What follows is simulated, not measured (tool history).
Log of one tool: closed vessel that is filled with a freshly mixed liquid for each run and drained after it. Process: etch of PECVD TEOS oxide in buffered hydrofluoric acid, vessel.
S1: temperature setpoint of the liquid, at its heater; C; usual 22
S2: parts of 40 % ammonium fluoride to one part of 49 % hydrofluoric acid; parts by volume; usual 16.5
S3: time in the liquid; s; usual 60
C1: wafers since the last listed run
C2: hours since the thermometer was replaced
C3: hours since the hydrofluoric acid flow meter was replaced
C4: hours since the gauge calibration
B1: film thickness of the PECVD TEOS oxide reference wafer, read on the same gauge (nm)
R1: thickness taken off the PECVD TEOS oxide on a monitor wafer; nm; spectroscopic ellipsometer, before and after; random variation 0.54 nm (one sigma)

run	hour	S1	S2	S3	C1	C2	C3	C4	B1	R1
1	0	22	16.5	60	0	447.7	628.1	400.9	109.99	63.57
2	32.3	22	16.5	60	4573	480	660.4	433.2	110.01	63.41
3	46.1	22	16.5	60	1954	493.8	674.2	447	110	63.22
4	87.8	22	16.5	60	5905	535.5	715.9	488.7	110.01	62.06
5	155.3	22	16.5	60	9558	603	783.4	556.2	109.99	63.22
6	168.7	22	16.5	60	1897	616.4	796.8	569.6	109.98	63.89
7	185.9	22	16.5	60	2435	633.6	814	586.8	110	64.91
# hour 196: gauge calibrated
8	212.5	22	16.5	60	3766	660.2	840.6	16.5	109.99	62.76
# hour 221.5: thermometer replaced
9	241.6	22	16.5	60	3979	20.1	869.7	45.6	110.02	59.45
10	277.1	22	16.5	60	5027	55.6	905.2	81.1	109.99	61.11
11	304.1	22	16.5	60	3823	82.6	932.2	108.1	110.03	60.74
12	333.1	22	16.5	60	4106	111.6	961.2	137.1	109.98	60.26
13	349.7	22	16.5	60	2350	128.2	977.8	153.7	109.99	61.01
14	382.5	22	16.5	60	4644	161	1010.6	186.5	110.02	60.83
15	398.5	22	16.5	60	2265	177	1026.6	202.5	109.99	61.05
16	444.3	20.5	21	80	6485	222.8	1072.4	248.3	109.95	60.87
17	470.7	26.5	19	60	3738	249.2	1098.8	274.7	110.01	68.28
18	488.9	18.5	12	45	2577	267.4	1117	292.9	110.02	52.99
19	503	19.5	16.5	75	1996	281.5	1131.1	307	110.04	68
20	538	18	16.5	60	4956	316.5	1166.1	342	109.98	50.1
# hour 546.4: hydrofluoric acid flow meter replaced
21	564	22	16.5	60	3540	342.5	17.6	368	110.03	62.22
22	583.1	22	16.5	75	2704	361.6	36.7	387.1	109.97	77.96
23	618.7	20.5	21	80	5041	397.2	72.3	422.7	110.01	61.3
24	632.4	22	10	75	1940	410.9	86	436.4	109.94	127.41
25	645.8	19.5	16.5	75	1897	424.3	99.4	449.8	110.01	69.24
26	672.6	22	16.5	60	3795	451.1	126.2	476.6	110.02	63.45
27	690.5	26	22	45	2534	469	144.1	494.5	110.01	44.76
28	722.7	24.5	10.5	60	4559	501.2	176.3	526.7	109.96	112.62
29	743.3	20.5	20.5	30	2917	521.8	196.9	547.3	109.99	23.92
30	767.1	22	12	60	3370	545.6	220.7	571.1	110.01	85.8
# hour 788.2: thermometer replaced
31	802.9	22	11.5	95	4927	14.7	256.5	606.9	110	133.43
32	823.2	22	16.5	60	2874	35	276.8	627.2	109.99	61.59

Forecast each of these 5 alternatives for the next run:
A	823.9	22	16.5	60	99	35.7	277.5	627.9	?	?
B	823.9	22	13	60	99	35.7	277.5	627.9	?	?
C	823.9	22	10	95	99	35.7	277.5	627.9	?	?
D	823.9	19	18	60	99	35.7	277.5	627.9	?	?
E	823.9	25	19	95	99	35.7	277.5	627.9	?	?

run	B1	R1
A	109.99	60.93
B	109.99	77.01
C	109.99	157.53
D	109.99	47.3
E	109.99	98.93
Without the tool's hidden state the same runs would have given:
run	R1
A	59.92
B	75.74
C	154.94
D	46.5
E	97.34
